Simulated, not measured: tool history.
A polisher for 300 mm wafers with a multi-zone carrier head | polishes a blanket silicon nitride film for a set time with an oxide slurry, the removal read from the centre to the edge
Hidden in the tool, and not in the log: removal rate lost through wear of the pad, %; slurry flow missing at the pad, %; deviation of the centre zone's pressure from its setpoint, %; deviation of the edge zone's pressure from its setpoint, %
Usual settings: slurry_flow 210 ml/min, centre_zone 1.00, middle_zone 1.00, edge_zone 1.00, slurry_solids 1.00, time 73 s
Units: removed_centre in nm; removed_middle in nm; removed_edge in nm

run    hour  slurry_flow  centre_zone  middle_zone  edge_zone  slurry_solids  time  wafers since the last listed run  wafers polished on this pad  hours since the slurry nozzle was cleaned  hours since the centre zone pressure was calibrated  hours since the edge zone pressure was calibrated  hours since the carrier head's membrane was replaced  incoming thickness of the incoming film, nm  removed_centre  removed_middle  removed_edge
  1     0.0          210         1.11         1.10       0.94           0.90    73                                 0                         4335                                        5.1                                                 56.1                                              474.6                                                 534.2                                        301.5            82.1            81.1          68.2
  2    67.1          210         1.00         1.00       1.00           1.00    73                               560                         4895                                       72.2                                                123.2                                              541.7                                                 601.3                                        301.0            79.3            78.6          75.1
      159.4  -- worn pad replaced by a new one
  3   173.1          255         1.00         1.00       1.00           0.75    73                               852                          114                                      178.2                                                229.2                                              647.7                                                 707.3                                        302.7            72.8            72.4          67.9
  4   221.4          210         0.91         1.00       1.00           1.00    73                               403                          518                                      226.5                                                277.5                                              696.0                                                 755.6                                        301.3            77.8            83.5          79.2
  5   310.2          210         1.00         1.09       1.08           1.00    73                               742                         1260                                      315.3                                                366.3                                              784.8                                                 844.4                                        294.5            81.6            87.9          79.9
  6   396.5          210         1.00         1.00       1.00           1.00    73                               721                         1981                                      401.6                                                452.6                                              871.1                                                 930.7                                        305.2            80.8            79.3          76.6
  7   437.3          210         1.00         1.00       1.00           1.00    73                               340                         2322                                      442.4                                                493.4                                              911.9                                                 971.5                                        302.1            79.4            80.5          76.4
  8   517.0          210         1.00         1.00       1.00           1.00    73                               666                         2988                                      522.1                                                573.1                                              991.6                                                1051.2                                        302.2            79.7            79.4          76.5
      590.0  -- centre zone pressure recalibrated
  9   612.1          210         1.00         1.00       1.00           1.00    73                               777                         3766                                      617.2                                                 22.1                                             1086.7                                                1146.3                                        301.9            78.9            77.0          75.8
 10   658.7          280         1.00         1.00       1.05           0.85    88                               389                         4155                                      663.8                                                 68.7                                             1133.3                                                1192.9                                        304.2            88.6            87.2          86.9
      721.5  -- edge zone pressure recalibrated
 11   745.0          210         1.00         1.00       1.00           1.00    73                               704                         4860                                      750.1                                                155.0                                               23.5                                                1279.2                                        299.1            77.9            77.6          75.2
 12   805.5          210         1.07         1.00       1.00           1.00    73                               505                         5365                                      810.6                                                215.5                                               84.0                                                1339.7                                        297.7            84.0            78.7          74.2
      820.4  -- slurry nozzle cleaned
 13   855.4          210         1.10         1.08       1.00           0.75    73                               408                         5774                                       35.0                                                265.4                                              133.9                                                1389.6                                        295.6            70.1            69.2          63.8
      876.7  -- worn pad replaced by a new one
 14   929.5          210         1.00         1.07       1.00           1.00    73                               585                          440                                      109.1                                                339.5                                              208.0                                                1463.7                                        296.9            83.5            87.9          79.9
      958.6  -- carrier head's membrane replaced by a new one
 15  1002.3          210         0.93         0.90       1.00           1.00    90                               566                         1007                                      181.9                                                412.3                                              280.8                                                  43.7                                        299.0            95.7            91.3          97.3
 16  1059.3          140         1.00         1.00       0.89           1.10    73                               476                         1483                                      238.9                                                469.3                                              337.8                                                 100.7                                        298.5            81.5            81.2          74.7
 17  1112.5          210         1.11         1.00       1.00           1.00    73                               444                         1928                                      292.1                                                522.5                                              391.0                                                 153.9                                        301.0            88.0            79.1          76.9
 18  1193.0          210         1.11         1.00       1.00           1.00    73                               672                         2601                                      372.6                                                603.0                                              471.5                                                 234.4                                        301.1            87.3            77.1          75.3
     1214.3  -- centre zone pressure recalibrated
 19  1254.6          170         0.96         0.91       0.94           1.00    73                               498                         3099                                      434.2                                                 40.3                                              533.1                                                 296.0                                        301.5            74.0            70.6          72.4
 20  1312.7          280         1.00         1.00       1.00           1.00    73                               485                         3584                                      492.3                                                 98.4                                              591.2                                                 354.1                                        299.3            81.4            81.3          76.8
 21  1418.8          170         1.00         1.00       1.00           1.00    73                               886                         4471                                      598.4                                                204.5                                              697.3                                                 460.2                                        300.2            76.4            75.3          72.8

5 ways to go on from here, each from the tool as it stands after run 21. What would each give?
  A  1419.3          210         1.00         1.05       1.00           1.00    73                                 4                         4475                                      598.9                                                205.0                                              697.8                                                 460.7                                        296.8               ?               ?             ?
  B  1419.3          260         1.00         1.00       1.00           1.00    73                                 4                         4475                                      598.9                                                205.0                                              697.8                                                 460.7                                        296.8               ?               ?             ?
  C  1419.3          280         1.00         1.00       0.94           1.00    73                                 4                         4475                                      598.9                                                205.0                                              697.8                                                 460.7                                        296.8               ?               ?             ?
  D  1419.3          140         1.00         1.00       1.00           1.00    73                                 4                         4475                                      598.9                                                205.0                                              697.8                                                 460.7                                        296.8               ?               ?             ?
  E  1419.3          210         1.00         0.92       1.09           1.10    73                                 4                         4475                                      598.9                                                205.0                                              697.8                                                 460.7                                        296.8               ?               ?             ?

run  removed_centre  removed_middle  removed_edge
  A            78.8            80.8          72.0
  B            80.6            79.0          73.2
  C            81.1            79.5          71.4
  D            75.2            74.4          69.9
  E            82.9            76.0          79.2
Without the tool's hidden state the same runs would have given:
run  removed_centre  removed_middle  removed_edge
  A            87.9            90.1          80.3
  B            89.8            88.1          81.6
  C            90.5            88.7          79.6
  D            83.9            82.9          78.0
  E            92.4            84.8          88.3
